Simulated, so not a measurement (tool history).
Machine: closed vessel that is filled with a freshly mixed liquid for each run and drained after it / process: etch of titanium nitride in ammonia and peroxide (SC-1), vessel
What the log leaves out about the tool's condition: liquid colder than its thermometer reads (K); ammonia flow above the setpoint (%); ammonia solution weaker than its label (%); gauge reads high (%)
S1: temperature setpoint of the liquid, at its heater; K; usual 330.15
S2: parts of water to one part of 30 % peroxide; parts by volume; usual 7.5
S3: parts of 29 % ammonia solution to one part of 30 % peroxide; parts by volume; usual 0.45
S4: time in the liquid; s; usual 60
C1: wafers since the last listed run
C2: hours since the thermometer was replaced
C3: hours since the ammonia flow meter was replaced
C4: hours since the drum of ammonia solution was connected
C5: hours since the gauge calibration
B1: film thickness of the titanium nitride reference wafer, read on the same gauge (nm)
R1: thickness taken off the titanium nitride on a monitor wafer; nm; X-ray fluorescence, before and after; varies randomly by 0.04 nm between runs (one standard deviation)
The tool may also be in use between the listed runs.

run 1 hour=0 | S1=330.15 S2=7.5 S3=0.45 S4=60 | C1=0 C2=351.8 C3=1594 C4=334 C5=813.7 | B1=80 | R1=5.6
run 2 hour=16.5 | S1=322.65 S2=7.5 S3=0.45 S4=60 | C1=1056 C2=368.3 C3=1610.5 C4=350.5 C5=830.2 | B1=80 | R1=3.36
run 3 hour=44.4 | S1=322.65 S2=7.5 S3=0.45 S4=60 | C1=1786 C2=396.2 C3=1638.4 C4=378.4 C5=858.1 | B1=79.98 | R1=3.4
run 4 hour=58.2 | S1=322.65 S2=7.5 S3=0.45 S4=60 | C1=883 C2=410 C3=1652.2 C4=392.2 C5=871.9 | B1=80.07 | R1=3.35
run 5 hour=88.5 | S1=337.15 S2=7.5 S3=0.45 S4=60 | C1=1939 C2=440.3 C3=1682.5 C4=422.5 C5=902.2 | B1=80.06 | R1=8.85
run 6 hour=113 | S1=337.15 S2=7.5 S3=0.45 S4=60 | C1=1568 C2=464.8 C3=1707 C4=447 C5=926.7 | B1=80.02 | R1=8.87
run 7 hour=134.2 | S1=325.15 S2=7.5 S3=0.3 S4=60 | C1=1357 C2=486 C3=1728.2 C4=468.2 C5=947.9 | B1=80 | R1=3.71
-- hour=160.7 gauge calibrated
run 8 hour=171.6 | S1=325.15 S2=7.5 S3=0.3 S4=60 | C1=2394 C2=523.4 C3=1765.6 C4=505.6 C5=10.9 | B1=79.98 | R1=3.74
run 9 hour=187 | S1=325.15 S2=7.5 S3=0.3 S4=60 | C1=985 C2=538.8 C3=1781 C4=521 C5=26.3 | B1=79.97 | R1=3.73
-- hour=188 new drum of ammonia solution connected
run 10 hour=201.7 | S1=330.15 S2=7.5 S3=0.45 S4=60 | C1=877 C2=553.5 C3=1795.7 C4=13.7 C5=41 | B1=80 | R1=5.61
run 11 hour=219 | S1=334.15 S2=7.5 S3=0.5 S4=75 | C1=1107 C2=570.8 C3=1813 C4=31 C5=58.3 | B1=80 | R1=9.22
run 12 hour=240.6 | S1=325.15 S2=7.5 S3=0.3 S4=60 | C1=1382 C2=592.4 C3=1834.6 C4=52.6 C5=79.9 | B1=79.99 | R1=3.74
-- hour=273.6 thermometer replaced
run 13 hour=274.6 | S1=330.15 S2=7.5 S3=0.45 S4=60 | C1=2112 C2=1 C3=1868.6 C4=86.6 C5=113.9 | B1=80.05 | R1=5.7
run 14 hour=296.2 | S1=334.65 S2=5 S3=0.45 S4=60 | C1=1382 C2=22.6 C3=1890.2 C4=108.2 C5=135.5 | B1=80.03 | R1=9.41
run 15 hour=356.8 | S1=330.15 S2=7.5 S3=0.45 S4=60 | C1=3879 C2=83.2 C3=1950.8 C4=168.8 C5=196.1 | B1=79.97 | R1=5.69
run 16 hour=381.8 | S1=330.15 S2=10.5 S3=0.45 S4=60 | C1=1600 C2=108.2 C3=1975.8 C4=193.8 C5=221.1 | B1=80.02 | R1=4.74
-- hour=405 ammonia flow meter replaced
run 17 hour=405.5 | S1=326.65 S2=7.5 S3=0.45 S4=75 | C1=1453 C2=131.9 C3=0.5 C4=217.5 C5=244.8 | B1=80.03 | R1=5.68
run 18 hour=420.1 | S1=330.15 S2=7.5 S3=0.6 S4=60 | C1=934 C2=146.5 C3=15.1 C4=232.1 C5=259.4 | B1=79.95 | R1=6
run 19 hour=445.8 | S1=322.65 S2=7.5 S3=0.45 S4=60 | C1=1645 C2=172.2 C3=40.8 C4=257.8 C5=285.1 | B1=79.93 | R1=3.37
run 20 hour=460.3 | S1=330.15 S2=10 S3=0.35 S4=35 | C1=928 C2=186.7 C3=55.3 C4=272.3 C5=299.6 | B1=79.97 | R1=2.72
run 21 hour=486.7 | S1=334.15 S2=8.5 S3=0.55 S4=50 | C1=1690 C2=213.1 C3=81.7 C4=298.7 C5=326 | B1=79.97 | R1=5.96
run 22 hour=503.9 | S1=330.15 S2=6.5 S3=0.45 S4=60 | C1=1101 C2=230.3 C3=98.9 C4=315.9 C5=343.2 | B1=80.01 | R1=6.06
run 23 hour=537.2 | S1=325.65 S2=7.5 S3=0.45 S4=60 | C1=2132 C2=263.6 C3=132.2 C4=349.2 C5=376.5 | B1=79.99 | R1=4.18
run 24 hour=562.6 | S1=330.15 S2=10.5 S3=0.45 S4=95 | C1=1626 C2=289 C3=157.6 C4=374.6 C5=401.9 | B1=80.03 | R1=7.57
run 25 hour=579.6 | S1=330.15 S2=7.5 S3=0.45 S4=60 | C1=1088 C2=306 C3=174.6 C4=391.6 C5=418.9 | B1=79.99 | R1=5.7
run 26 hour=641.1 | S1=330.15 S2=11 S3=0.35 S4=60 | C1=3937 C2=367.5 C3=236.1 C4=453.1 C5=480.4 | B1=80 | R1=4.39
run 27 hour=660 | S1=330.15 S2=7.5 S3=0.45 S4=60 | C1=1210 C2=386.4 C3=255 C4=472 C5=499.3 | B1=80.04 | R1=5.62
-- hour=679.2 new drum of ammonia solution connected
run 28 hour=682.2 | S1=330.15 S2=7.5 S3=0.6 S4=45 | C1=1357 C2=408.6 C3=277.2 C4=3 C5=521.5 | B1=80.05 | R1=4.43

Forecast each of these 4 alternatives for the next run:
run A hour=682.9 | S1=330.15 S2=7.5 S3=0.55 S4=60 | C1=44 C2=409.3 C3=277.9 C4=3.7 C5=522.2 | B1=? | R1=?
run B hour=682.9 | S1=330.15 S2=5 S3=0.35 S4=85 | C1=44 C2=409.3 C3=277.9 C4=3.7 C5=522.2 | B1=? | R1=?
run C hour=682.9 | S1=326.15 S2=10 S3=0.45 S4=35 | C1=44 C2=409.3 C3=277.9 C4=3.7 C5=522.2 | B1=? | R1=?
run D hour=682.9 | S1=325.15 S2=5 S3=0.25 S4=35 | C1=44 C2=409.3 C3=277.9 C4=3.7 C5=522.2 | B1=? | R1=?

run=A B1=80 R1=5.77
run=B B1=80 R1=9.23
run=C B1=80 R1=2.14
run=D B1=80 R1=2.55
What these runs would have given with no unlogged condition in the tool:
run=A R1=5.88
run=B R1=9.41
run=C R1=2.18
run=D R1=2.6
